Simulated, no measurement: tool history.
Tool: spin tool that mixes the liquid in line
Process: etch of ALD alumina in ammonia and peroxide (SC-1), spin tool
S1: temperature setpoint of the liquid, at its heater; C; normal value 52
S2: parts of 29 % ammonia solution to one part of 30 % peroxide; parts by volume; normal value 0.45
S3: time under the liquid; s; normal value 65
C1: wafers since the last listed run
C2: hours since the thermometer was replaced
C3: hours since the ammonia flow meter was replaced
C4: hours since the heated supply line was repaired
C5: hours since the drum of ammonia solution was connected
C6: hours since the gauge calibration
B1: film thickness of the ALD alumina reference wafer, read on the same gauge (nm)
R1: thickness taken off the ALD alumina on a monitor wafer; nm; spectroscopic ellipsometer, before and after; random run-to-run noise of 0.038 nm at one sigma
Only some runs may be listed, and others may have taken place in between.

run 1 hour=0 | S1=52 S2=0.45 S3=35 | C1=0 C2=2881.8 C3=818.3 C4=4062.5 C5=64.8 C6=196.5 | B1=100.01 | R1=3.11
run 2 hour=6.5 | S1=52 S2=0.45 S3=65 | C1=52 C2=2888.3 C3=824.8 C4=4069 C5=71.3 C6=203 | B1=100.01 | R1=5.74
run 3 hour=20.8 | S1=52 S2=0.45 S3=65 | C1=114 C2=2902.6 C3=839.1 C4=4083.3 C5=85.6 C6=217.3 | B1=100.01 | R1=5.8
run 4 hour=26.9 | S1=52 S2=0.45 S3=80 | C1=48 C2=2908.7 C3=845.2 C4=4089.4 C5=91.7 C6=223.4 | B1=99.99 | R1=7.07
run 5 hour=37.7 | S1=52 S2=0.55 S3=65 | C1=86 C2=2919.5 C3=856 C4=4100.2 C5=102.5 C6=234.2 | B1=100 | R1=5.86
run 6 hour=51.4 | S1=52 S2=0.55 S3=65 | C1=109 C2=2933.2 C3=869.7 C4=4113.9 C5=116.2 C6=247.9 | B1=100 | R1=5.87
run 7 hour=65.4 | S1=52 S2=0.5 S3=65 | C1=112 C2=2947.2 C3=883.7 C4=4127.9 C5=130.2 C6=261.9 | B1=99.98 | R1=5.77
-- hour=82.2 heated supply line repaired
run 8 hour=83.3 | S1=52 S2=0.55 S3=25 | C1=135 C2=2965.1 C3=901.6 C4=1.1 C5=148.1 C6=279.8 | B1=100.02 | R1=2.26
run 9 hour=95.3 | S1=48.5 S2=0.55 S3=65 | C1=96 C2=2977.1 C3=913.6 C4=13.1 C5=160.1 C6=291.8 | B1=100.03 | R1=4.81
run 10 hour=103.6 | S1=52 S2=0.45 S3=40 | C1=66 C2=2985.4 C3=921.9 C4=21.4 C5=168.4 C6=300.1 | B1=100.02 | R1=3.55
run 11 hour=112.9 | S1=52 S2=0.45 S3=90 | C1=74 C2=2994.7 C3=931.2 C4=30.7 C5=177.7 C6=309.4 | B1=99.98 | R1=7.98
run 12 hour=125.9 | S1=44 S2=0.55 S3=30 | C1=104 C2=3007.7 C3=944.2 C4=43.7 C5=190.7 C6=322.4 | B1=99.99 | R1=1.73
-- hour=135 gauge calibrated
-- hour=163.2 ammonia flow meter replaced
run 13 hour=172.4 | S1=52 S2=0.45 S3=65 | C1=364 C2=3054.2 C3=9.2 C4=90.2 C5=237.2 C6=37.4 | B1=99.99 | R1=5.74

Run 14, settings as shown, results not yet in. Your forecast:
run 14 hour=182.7 | S1=47.5 S2=0.45 S3=65 | C1=82 C2=3064.5 C3=19.5 C4=100.5 C5=247.5 C6=47.7 | B1=? | R1=?

B1: 99.99
R1: 4.49 nm
Take away the tool's hidden state, keep the run-to-run variation as it was, and the same run would have given R1 4.49 nm.
